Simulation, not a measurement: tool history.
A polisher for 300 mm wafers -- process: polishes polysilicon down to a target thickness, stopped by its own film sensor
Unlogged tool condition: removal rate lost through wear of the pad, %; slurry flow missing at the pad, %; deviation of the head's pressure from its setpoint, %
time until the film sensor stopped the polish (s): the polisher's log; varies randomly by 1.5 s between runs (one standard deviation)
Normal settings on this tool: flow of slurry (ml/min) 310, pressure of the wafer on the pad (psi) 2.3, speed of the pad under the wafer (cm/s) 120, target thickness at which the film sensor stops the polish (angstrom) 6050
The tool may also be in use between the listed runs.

| run | hour | flow of slurry (ml/min) | pressure of the wafer on the pad (psi) | speed of the pad under the wafer (cm/s) | target thickness at which the film sensor stops the polish (angstrom) | wafers since the last listed run | wafers polished on this pad | hours since the slurry nozzle was cleaned | hours since the head pressure was calibrated | incoming thickness of the incoming film, nm | time until the film sensor stopped the polish (s) |
|---|---|---|---|---|---|---|---|---|---|---|---|
| 1 | 0 | 310 | 2 | 120 | 6050 | 0 | 1876 | 473.4 | 663.6 | 1255.2 | 90.8 |
|  | 21.8 | worn pad replaced by a new one |
| 2 | 52.5 | 310 | 2 | 120 | 6050 | 561 | 356 | 525.9 | 716.1 | 1264.9 | 93 |
| 3 | 97.3 | 310 | 2 | 120 | 6050 | 519 | 875 | 570.7 | 760.9 | 1285.8 | 103.6 |
|  | 183.2 | worn pad replaced by a new one |
| 4 | 271.9 | 255 | 2.3 | 120 | 6050 | 1976 | 1027 | 745.3 | 935.5 | 1255 | 89.2 |
|  | 281.8 | slurry nozzle cleaned |
|  | 337.7 | head pressure recalibrated |
| 5 | 340.8 | 255 | 2.3 | 120 | 6050 | 763 | 1790 | 59 | 3.1 | 1276.6 | 82 |
|  | 363.5 | worn pad replaced by a new one |
| 6 | 368.7 | 255 | 2.3 | 120 | 6050 | 276 | 60 | 86.9 | 31 | 1272.2 | 80.6 |
| 7 | 436.4 | 310 | 2.3 | 120 | 6050 | 784 | 844 | 154.6 | 98.7 | 1243.2 | 78 |
| 8 | 504.6 | 310 | 2.3 | 120 | 6050 | 790 | 1634 | 222.8 | 166.9 | 1247.1 | 75.4 |
|  | 551.5 | worn pad replaced by a new one, of another model than before |
| 9 | 552 | 310 | 2.3 | 120 | 6050 | 502 | 6 | 270.2 | 214.3 | 1261.6 | 79.6 |
| 10 | 583.4 | 360 | 2.5 | 94 | 7900 | 363 | 370 | 301.6 | 245.7 | 1275.7 | 66.5 |
| 11 | 690.9 | 310 | 2.3 | 138 | 4500 | 1245 | 1615 | 409.1 | 353.2 | 1261.6 | 90.7 |
|  | 746.4 | worn pad replaced by a new one |
| 12 | 753.6 | 310 | 1.6 | 148 | 6050 | 680 | 83 | 471.8 | 415.9 | 1259 | 82.6 |

Run 13 has not been measured yet. What should we expect?
| 13 | 801 | 310 | 2.1 | 142 | 6050 | 549 | 632 | 519.2 | 463.3 | 1272.8 | ? |

Run 13 measured time until the film sensor stopped the polish (s) 76.4.
With no hidden state in the tool, this same run would have given time until the film sensor stopped the polish (s) 75.
